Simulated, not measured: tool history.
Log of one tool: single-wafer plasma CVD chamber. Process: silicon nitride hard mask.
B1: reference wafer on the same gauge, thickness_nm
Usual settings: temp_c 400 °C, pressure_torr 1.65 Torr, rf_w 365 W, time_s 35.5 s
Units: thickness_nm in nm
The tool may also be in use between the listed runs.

Run 1, hour 0: usual settings but rf_w 340 W; B1 55.466. Result: thickness_nm 45.333 nm.
At hour 13.5: showerhead replaced.
Run 2, hour 26.6: usual settings but rf_w 340 W; B1 55.539. Result: thickness_nm 45.095 nm.
Run 3, hour 54.9: usual settings; B1 55.521. Result: thickness_nm 46.32 nm.
Run 4, hour 90.7: usual settings; B1 55.528. Result: thickness_nm 46.297 nm.
Run 5, hour 120.1: usual settings; B1 55.514. Result: thickness_nm 46.226 nm.
Run 6, hour 145: usual settings; B1 55.481. Result: thickness_nm 46.591 nm.
Run 7, hour 158.5: usual settings but pressure_torr 1.82 Torr, rf_w 385 W; B1 55.525. Result: thickness_nm 49.007 nm.
At hour 177.8: thermocouple changed; heater temperature recalibrated.
Run 8, hour 178.3: usual settings; B1 55.511. Result: thickness_nm 46.487 nm.
Run 9, hour 208.8: usual settings but rf_w 400 W, time_s 41.5 s; B1 55.491. Result: thickness_nm 56.39 nm.
Run 10, hour 231.8: usual settings but temp_c 385 °C, pressure_torr 1.47 Torr, rf_w 340 W; B1 55.51. Result: thickness_nm 43.407 nm.
Run 11, hour 252.2: usual settings; B1 55.537. Result: thickness_nm 46.121 nm.
At hour 265.3: capacitance manometer re-zeroed and calibrated.
Run 12, hour 287.9: usual settings but temp_c 385 °C; B1 55.478. Result: thickness_nm 48.047 nm.
Run 13, hour 309.5: usual settings but pressure_torr 1.79 Torr; B1 55.512. Result: thickness_nm 48.579 nm.
Run 14, hour 325.9: usual settings but pressure_torr 1.77 Torr; B1 55.49. Result: thickness_nm 48.329 nm.
Run 15, hour 343.6: usual settings but rf_w 305 W, time_s 29.8 s; B1 55.506. Result: thickness_nm 36.786 nm.
Run 16, hour 366.3: usual settings; B1 55.515. Result: thickness_nm 47.061 nm.
Run 17, hour 398.9: usual settings but temp_c 407 °C, rf_w 430 W, time_s 31.8 s; B1 55.485. Result: thickness_nm 45.03 nm.
Run 18, hour 431.3: usual settings but temp_c 415 °C, pressure_torr 1.79 Torr, time_s 37.6 s; B1 55.557. Result: thickness_nm 50.511 nm.
Run 19, hour 460.2: usual settings but temp_c 390 °C, pressure_torr 1.84 Torr, rf_w 435 W; B1 55.521. Result: thickness_nm 52.757 nm.
Run 20, hour 482.9: usual settings; B1 55.435. Result: thickness_nm 46.885 nm.
Run 21, hour 496.3: usual settings but temp_c 414 °C, pressure_torr 1.75 Torr, rf_w 310 W, time_s 41.7 s; B1 55.496. Result: thickness_nm 52.315 nm.
Run 22, hour 510: usual settings but pressure_torr 1.9 Torr, rf_w 410 W, time_s 41.2 s; B1 55.472. Result: thickness_nm 59.979 nm.
Run 23, hour 538.7: usual settings but rf_w 330 W, time_s 30.5 s; B1 55.491. Result: thickness_nm 38.441 nm.
Run 24, hour 553.3: usual settings but temp_c 394 °C; B1 55.496. Result: thickness_nm 46.646 nm.
Run 25, hour 575.3: usual settings but pressure_torr 1.91 Torr, time_s 41 s; B1 55.502. Result: thickness_nm 56.741 nm.
Run 26, hour 599.6: usual settings; B1 55.522. Result: thickness_nm 46.508 nm.
Run 27, hour 623.9: usual settings but pressure_torr 1.84 Torr, time_s 39.8 s; B1 55.515. Result: thickness_nm 54.207 nm.
Run 28, hour 640.6: usual settings; B1 55.454. Result: thickness_nm 46.448 nm.
Run 29, hour 661: usual settings but rf_w 385 W; B1 55.508. Result: thickness_nm 47.472 nm.

4 ways to go on from here, each from the tool as it stands after run 29. What would each give?
Run A, hour 661.4: usual settings; B1 ?. Result: thickness_nm ?.
Run B, hour 661.4: usual settings but temp_c 414 °C, pressure_torr 1.33 Torr, time_s 32.6 s; B1 ?. Result: thickness_nm ?.
Run C, hour 661.4: usual settings but temp_c 394 °C, pressure_torr 1.31 Torr; B1 ?. Result: thickness_nm ?.
Run D, hour 661.4: usual settings but rf_w 325 W; B1 ?. Result: thickness_nm ?.

run      B1  thickness_nm
  A  55.475        46.373
  B  55.475         39.08
  C  55.475        42.718
  D  55.475        44.228
Without the tool's hidden state the same runs would have given:
run  thickness_nm
  A        48.311
  B        40.754
  C        44.548
  D        46.098
